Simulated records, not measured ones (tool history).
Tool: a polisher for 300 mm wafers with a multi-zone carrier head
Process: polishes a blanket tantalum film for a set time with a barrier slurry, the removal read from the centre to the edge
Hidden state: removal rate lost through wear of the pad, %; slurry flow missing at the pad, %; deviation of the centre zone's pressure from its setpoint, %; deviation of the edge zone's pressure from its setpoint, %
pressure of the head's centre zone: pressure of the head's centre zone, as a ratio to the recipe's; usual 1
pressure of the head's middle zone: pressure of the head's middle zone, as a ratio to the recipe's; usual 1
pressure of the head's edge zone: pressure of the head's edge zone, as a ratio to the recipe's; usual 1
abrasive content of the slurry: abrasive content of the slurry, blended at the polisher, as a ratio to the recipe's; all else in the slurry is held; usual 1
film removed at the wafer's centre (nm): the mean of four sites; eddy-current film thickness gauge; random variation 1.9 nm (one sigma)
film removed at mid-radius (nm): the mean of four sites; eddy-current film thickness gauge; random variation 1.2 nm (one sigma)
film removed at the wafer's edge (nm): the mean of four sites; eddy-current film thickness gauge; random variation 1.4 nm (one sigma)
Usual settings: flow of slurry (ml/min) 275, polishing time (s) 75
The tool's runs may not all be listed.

run	day	flow of slurry (ml/min)	pressure of the head's centre zone	pressure of the head's middle zone	pressure of the head's edge zone	abrasive content of the slurry	polishing time (s)	wafers since the last listed run	wafers polished on this pad	hours since the slurry nozzle was cleaned	hours since the centre zone pressure was calibrated	hours since the edge zone pressure was calibrated	hours since the carrier head's membrane was replaced	incoming thickness of the incoming film, nm	film removed at the wafer's centre (nm)	film removed at mid-radius (nm)	film removed at the wafer's edge (nm)
1	0	275	1	1	1	1	75	0	864	28.2	562.9	2.2	1088.8	419.1	130	125.1	131.7
2	2.3	275	1	1	1	1	75	309	1174	83.4	618.1	57.4	1144	426.5	125.5	125.3	126.3
# day 3.462: worn pad replaced by a new one
3	4.738	275	1	1	1	1	75	305	171	141.9	676.6	115.9	1202.5	417.3	124.5	123.5	124.9
4	6.775	275	1	1	1	1	75	274	446	190.8	725.5	164.8	1251.4	415.4	122.7	118.9	124.8
5	8.188	275	1	1	1	1	75	190	636	224.7	759.4	198.7	1285.3	418.8	121.6	119.4	124.9
6	9.938	275	1	1	1	0.85	75	235	872	266.7	801.4	240.7	1327.3	420.7	110.3	108.9	112.7
# day 11.858: edge zone pressure recalibrated
# day 11.883: slurry nozzle cleaned
7	12.208	275	1	1	1	0.85	75	291	1163	7.8	855.9	8.4	1381.8	423.8	120.6	119	120.6
# day 13.788: worn pad replaced by a new one
8	14.604	275	1	1	1	0.85	75	300	109	65.3	913.4	65.9	1439.3	412.1	114.9	115.7	118.1
# day 14.838: carrier head's membrane replaced by a new one
# day 16.112: centre zone pressure recalibrated
9	16.462	275	0.92	1	1	0.9	99	210	320	109.9	8.4	110.5	39	423.6	146.4	152.1	159
10	22.392	275	1.09	1	0.93	1.2	75	798	1119	252.2	150.7	252.8	181.3	414.1	145.3	127.3	127.6
# day 22.579: worn pad replaced by a new one
11	24.504	275	1.11	1.1	1	1.3	75	262	259	302.9	201.4	303.5	232	417.6	143.5	140.8	134.2
12	26.496	275	1	1	1	1	75	268	527	350.7	249.2	351.3	279.8	422.5	120	118.3	120.3
# day 26.646: edge zone pressure recalibrated
# day 27.575: slurry nozzle cleaned
13	28.488	275	1.11	1	1	1	75	251	778	21.9	297	44.2	327.6	413.5	146.7	126.7	130.3

Run 14 comes next. What will it give?
14	30.742	215	1	1	1.12	1	67	303	1082	76	351.1	98.3	381.7	418.6	?	?	?

{"run 14": {"film removed at the wafer's centre (nm)": 109.1, "film removed at mid-radius (nm)": 107.7, "film removed at the wafer's edge (nm)": 116.9}}
Without the tool's hidden state the same run would have given film removed at the wafer's centre (nm) 114.7, film removed at mid-radius (nm) 112.6, film removed at the wafer's edge (nm) 120.7.
